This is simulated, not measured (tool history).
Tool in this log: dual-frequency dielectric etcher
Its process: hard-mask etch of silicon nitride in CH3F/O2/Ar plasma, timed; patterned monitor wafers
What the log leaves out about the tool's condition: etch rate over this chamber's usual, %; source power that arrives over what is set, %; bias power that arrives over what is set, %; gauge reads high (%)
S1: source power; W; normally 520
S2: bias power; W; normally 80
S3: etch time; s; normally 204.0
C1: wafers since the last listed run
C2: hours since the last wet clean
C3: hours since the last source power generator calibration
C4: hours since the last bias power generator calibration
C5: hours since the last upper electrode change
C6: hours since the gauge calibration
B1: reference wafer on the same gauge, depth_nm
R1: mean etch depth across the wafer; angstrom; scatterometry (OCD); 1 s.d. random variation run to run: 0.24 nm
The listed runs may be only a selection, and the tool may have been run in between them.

Run 1, hour 0.0: usual settings but S1 470 W; C1 0; C2 235.8; C3 2086.5; C4 3552.4; C5 3000.0; C6 4.2; B1 167.0. Result: R1 1584 angstrom.
Run 2, hour 12.9: usual settings; C1 81; C2 248.7; C3 2099.4; C4 3565.3; C5 3012.9; C6 17.1; B1 167.1. Result: R1 1655 angstrom.
Run 3, hour 27.8: usual settings; C1 94; C2 263.6; C3 2114.3; C4 3580.2; C5 3027.8; C6 32.0; B1 166.9. Result: R1 1658 angstrom.
Run 4, hour 48.7: usual settings but S1 600 W, S3 159.0 s; C1 132; C2 284.5; C3 2135.2; C4 3601.1; C5 3048.7; C6 52.9; B1 167.1. Result: R1 1371 angstrom.
Run 5, hour 76.8: usual settings but S1 600 W, S3 159.0 s; C1 178; C2 312.6; C3 2163.3; C4 3629.2; C5 3076.8; C6 81.0; B1 167.0. Result: R1 1372 angstrom.
Run 6, hour 108.4: usual settings but S1 600 W, S3 159.0 s; C1 200; C2 344.2; C3 2194.9; C4 3660.8; C5 3108.4; C6 112.6; B1 166.9. Result: R1 1376 angstrom.
Run 7, hour 128.3: usual settings; C1 126; C2 364.1; C3 2214.8; C4 3680.7; C5 3128.3; C6 132.5; B1 167.1. Result: R1 1656 angstrom.
At hour 203.2: wet clean of the chamber.
Run 8, hour 203.7: usual settings; C1 325; C2 0.5; C3 2290.2; C4 3756.1; C5 3203.7; C6 207.9; B1 166.9. Result: R1 1670 angstrom.
Run 9, hour 221.8: usual settings; C1 114; C2 18.6; C3 2308.3; C4 3774.2; C5 3221.8; C6 226.0; B1 166.9. Result: R1 1667 angstrom.
Run 10, hour 234.2: usual settings but S3 226.0 s; C1 78; C2 31.0; C3 2320.7; C4 3786.6; C5 3234.2; C6 238.4; B1 166.9. Result: R1 1852 angstrom.
Run 11, hour 247.1: usual settings; C1 81; C2 43.9; C3 2333.6; C4 3799.5; C5 3247.1; C6 251.3; B1 167.0. Result: R1 1670 angstrom.
Run 12, hour 271.0: usual settings but S3 226.0 s; C1 151; C2 67.8; C3 2357.5; C4 3823.4; C5 3271.0; C6 275.2; B1 167.0. Result: R1 1852 angstrom.
Run 13, hour 298.1: usual settings but S1 460 W, S3 255.5 s; C1 171; C2 94.9; C3 2384.6; C4 3850.5; C5 3298.1; C6 302.3; B1 167.0. Result: R1 1981 angstrom.
Run 14, hour 331.5: usual settings but S1 620 W, S2 72 W; C1 211; C2 128.3; C3 2418.0; C4 3883.9; C5 3331.5; C6 335.7; B1 167.0. Result: R1 1735 angstrom.
At hour 371.6: gauge calibrated.
Run 15, hour 378.1: usual settings but S2 67 W, S3 161.5 s; C1 295; C2 174.9; C3 2464.6; C4 3930.5; C5 3378.1; C6 6.5; B1 167.0. Result: R1 1238 angstrom.
At hour 407.0: source power generator calibrated.
Run 16, hour 409.0: usual settings but S1 630 W, S2 86 W, S3 178.0 s; C1 170; C2 205.8; C3 2.0; C4 3961.4; C5 3409.0; C6 37.4; B1 167.0. Result: R1 1581 angstrom.
At hour 494.0: upper electrode replaced.
At hour 504.0: bias power generator calibrated.
Run 17, hour 504.5: usual settings but S1 470 W, S2 94 W; C1 427; C2 301.3; C3 97.5; C4 0.5; C5 10.5; C6 132.9; B1 167.0. Result: R1 1643 angstrom.
At hour 544.4: wet clean of the chamber.
Run 18, hour 544.9: usual settings but S2 66 W; C1 103; C2 0.5; C3 137.9; C4 40.9; C5 50.9; C6 173.3; B1 167.0. Result: R1 1526 angstrom.
Run 19, hour 565.2: usual settings but S3 226.0 s; C1 128; C2 20.8; C3 158.2; C4 61.2; C5 71.2; C6 193.6; B1 167.1. Result: R1 1805 angstrom.
Run 20, hour 584.8: usual settings; C1 124; C2 40.4; C3 177.8; C4 80.8; C5 90.8; C6 213.2; B1 167.0. Result: R1 1633 angstrom.
Run 21, hour 610.0: usual settings but S3 262.0 s; C1 159; C2 65.6; C3 203.0; C4 106.0; C5 116.0; C6 238.4; B1 167.0. Result: R1 2096 angstrom.
Run 22, hour 622.6: usual settings but S3 178.0 s; C1 79; C2 78.2; C3 215.6; C4 118.6; C5 128.6; C6 251.0; B1 167.0. Result: R1 1424 angstrom.
Run 23, hour 657.3: usual settings but S3 221.0 s; C1 219; C2 112.9; C3 250.3; C4 153.3; C5 163.3; C6 285.7; B1 167.0. Result: R1 1763 angstrom.

Branching from run 23: 5 alternative next runs. What would each branch give?
Run A, hour 657.8: usual settings; C1 3; C2 113.4; C3 250.8; C4 153.8; C5 163.8; C6 286.2; B1 ?. Result: R1 ?.
Run B, hour 657.8: usual settings but S1 630 W, S3 246.0 s; C1 3; C2 113.4; C3 250.8; C4 153.8; C5 163.8; C6 286.2; B1 ?. Result: R1 ?.
Run C, hour 657.8: usual settings but S2 85 W; C1 3; C2 113.4; C3 250.8; C4 153.8; C5 163.8; C6 286.2; B1 ?. Result: R1 ?.
Run D, hour 657.8: usual settings but S1 460 W, S2 95 W, S3 262.0 s; C1 3; C2 113.4; C3 250.8; C4 153.8; C5 163.8; C6 286.2; B1 ?. Result: R1 ?.
Run E, hour 657.8: usual settings but S2 73 W, S3 243.5 s; C1 3; C2 113.4; C3 250.8; C4 153.8; C5 163.8; C6 286.2; B1 ?. Result: R1 ?.

run     B1    R1
  A  167.0  1631
  B  167.0  2138
  C  167.0  1667
  D  167.0  2112
  E  167.0  1885
Without the tool's unlogged condition, the same runs would have read:
run    R1
  A  1635
  B  2143
  C  1670
  D  2117
  E  1889
